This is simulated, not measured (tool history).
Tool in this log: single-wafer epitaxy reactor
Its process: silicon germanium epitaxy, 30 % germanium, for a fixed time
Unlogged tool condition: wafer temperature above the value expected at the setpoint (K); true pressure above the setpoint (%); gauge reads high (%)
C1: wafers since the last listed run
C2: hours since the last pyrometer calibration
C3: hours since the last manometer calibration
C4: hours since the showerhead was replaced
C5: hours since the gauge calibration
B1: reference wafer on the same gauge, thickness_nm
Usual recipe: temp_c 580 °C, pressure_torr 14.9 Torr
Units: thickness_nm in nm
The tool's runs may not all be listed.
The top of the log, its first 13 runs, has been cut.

{"run": 14, "hour": 1098.1, "temp_c": 584, "pressure_torr": 15.7, "C1": 526, "C2": 830.6, "C3": 2561.2, "C4": 4418.7, "C5": 1806.7, "B1": 32.149, "thickness_nm": 42.152}
{"hour": 1134.4, "done": "capacitance manometer re-zeroed and calibrated"}
{"run": 15, "hour": 1186.5, "temp_c": 577, "pressure_torr": 14.9, "C1": 710, "C2": 919, "C3": 52.1, "C4": 4507.1, "C5": 1895.1, "B1": 32.14, "thickness_nm": 36.675}
{"run": 16, "hour": 1248.4, "temp_c": 580, "pressure_torr": 17.8, "C1": 547, "C2": 980.9, "C3": 114, "C4": 4569, "C5": 1957, "B1": 32.06, "thickness_nm": 41.031}
{"hour": 1271.0, "done": "gauge calibrated"}
{"run": 17, "hour": 1328.6, "temp_c": 580, "pressure_torr": 14.9, "C1": 708, "C2": 1061.1, "C3": 194.2, "C4": 4649.2, "C5": 57.6, "B1": 32.05, "thickness_nm": 38.575}
{"run": 18, "hour": 1381.4, "temp_c": 580, "pressure_torr": 14.9, "C1": 466, "C2": 1113.9, "C3": 247, "C4": 4702, "C5": 110.4, "B1": 32.067, "thickness_nm": 38.923}
{"run": 19, "hour": 1479.4, "temp_c": 580, "pressure_torr": 14.9, "C1": 866, "C2": 1211.9, "C3": 345, "C4": 4800, "C5": 208.4, "B1": 32.044, "thickness_nm": 38.446}
{"run": 20, "hour": 1576.5, "temp_c": 584, "pressure_torr": 14.9, "C1": 858, "C2": 1309, "C3": 442.1, "C4": 4897.1, "C5": 305.5, "B1": 32.064, "thickness_nm": 42.265}
{"run": 21, "hour": 1799.0, "temp_c": 580, "pressure_torr": 18.6, "C1": 1966, "C2": 1531.5, "C3": 664.6, "C4": 5119.6, "C5": 528, "B1": 32.062, "thickness_nm": 41.627}
{"hour": 1846.2, "done": "showerhead replaced, of another model than before"}
{"run": 22, "hour": 1895.3, "temp_c": 580, "pressure_torr": 14.9, "C1": 780, "C2": 1627.8, "C3": 760.9, "C4": 49.1, "C5": 624.3, "B1": 32.117, "thickness_nm": 37.767}
{"run": 23, "hour": 1964.9, "temp_c": 594, "pressure_torr": 11.9, "C1": 615, "C2": 1697.4, "C3": 830.5, "C4": 118.7, "C5": 693.9, "B1": 32.109, "thickness_nm": 45.304}
{"run": 24, "hour": 2061.7, "temp_c": 580, "pressure_torr": 14.9, "C1": 855, "C2": 1794.2, "C3": 927.3, "C4": 215.5, "C5": 790.7, "B1": 32.059, "thickness_nm": 37.863}
{"hour": 2088.1, "done": "pyrometer calibrated"}
{"run": 25, "hour": 2148.9, "temp_c": 589, "pressure_torr": 17.1, "C1": 700, "C2": 60.8, "C3": 1014.5, "C4": 302.7, "C5": 877.9, "B1": 32.119, "thickness_nm": 48.938}
{"run": 26, "hour": 2243.7, "temp_c": 569, "pressure_torr": 18.1, "C1": 837, "C2": 155.6, "C3": 1109.3, "C4": 397.5, "C5": 972.7, "B1": 32.083, "thickness_nm": 32.58}
{"run": 27, "hour": 2333.6, "temp_c": 580, "pressure_torr": 14.9, "C1": 794, "C2": 245.5, "C3": 1199.2, "C4": 487.4, "C5": 1062.6, "B1": 32.147, "thickness_nm": 37.384}
{"run": 28, "hour": 2397.4, "temp_c": 593, "pressure_torr": 16.3, "C1": 563, "C2": 309.3, "C3": 1263, "C4": 551.2, "C5": 1126.4, "B1": 32.11, "thickness_nm": 52.27}
{"run": 29, "hour": 2504.3, "temp_c": 586, "pressure_torr": 12.9, "C1": 944, "C2": 416.2, "C3": 1369.9, "C4": 658.1, "C5": 1233.3, "B1": 32.115, "thickness_nm": 39.698}
{"run": 30, "hour": 2596.4, "temp_c": 580, "pressure_torr": 12.7, "C1": 814, "C2": 508.3, "C3": 1462, "C4": 750.2, "C5": 1325.4, "B1": 32.112, "thickness_nm": 34.524}
{"run": 31, "hour": 2675.8, "temp_c": 572, "pressure_torr": 14.9, "C1": 701, "C2": 587.7, "C3": 1541.4, "C4": 829.6, "C5": 1404.8, "B1": 32.11, "thickness_nm": 31.748}

Forecast each of these 5 alternatives for the next run:
{"run": "A", "hour": 2676.2, "temp_c": 566, "pressure_torr": 14.9, "C1": 3, "C2": 588.1, "C3": 1541.8, "C4": 830, "C5": 1405.2, "B1": "?", "thickness_nm": "?"}
{"run": "B", "hour": 2676.2, "temp_c": 587, "pressure_torr": 14.9, "C1": 3, "C2": 588.1, "C3": 1541.8, "C4": 830, "C5": 1405.2, "B1": "?", "thickness_nm": "?"}
{"run": "C", "hour": 2676.2, "temp_c": 580, "pressure_torr": 13.4, "C1": 3, "C2": 588.1, "C3": 1541.8, "C4": 830, "C5": 1405.2, "B1": "?", "thickness_nm": "?"}
{"run": "D", "hour": 2676.2, "temp_c": 569, "pressure_torr": 13.7, "C1": 3, "C2": 588.1, "C3": 1541.8, "C4": 830, "C5": 1405.2, "B1": "?", "thickness_nm": "?"}
{"run": "E", "hour": 2676.2, "temp_c": 571, "pressure_torr": 14, "C1": 3, "C2": 588.1, "C3": 1541.8, "C4": 830, "C5": 1405.2, "B1": "?", "thickness_nm": "?"}

run=A B1=32.09 thickness_nm=27.913
run=B B1=32.09 thickness_nm=43.834
run=C B1=32.09 thickness_nm=35.794
run=D B1=32.09 thickness_nm=28.553
run=E B1=32.09 thickness_nm=30.168
Take away the tool's hidden state, keep each run's random variation, and the runs would have read:
run=A thickness_nm=29.018
run=B thickness_nm=45.568
run=C thickness_nm=37.21
run=D thickness_nm=29.683
run=E thickness_nm=31.361
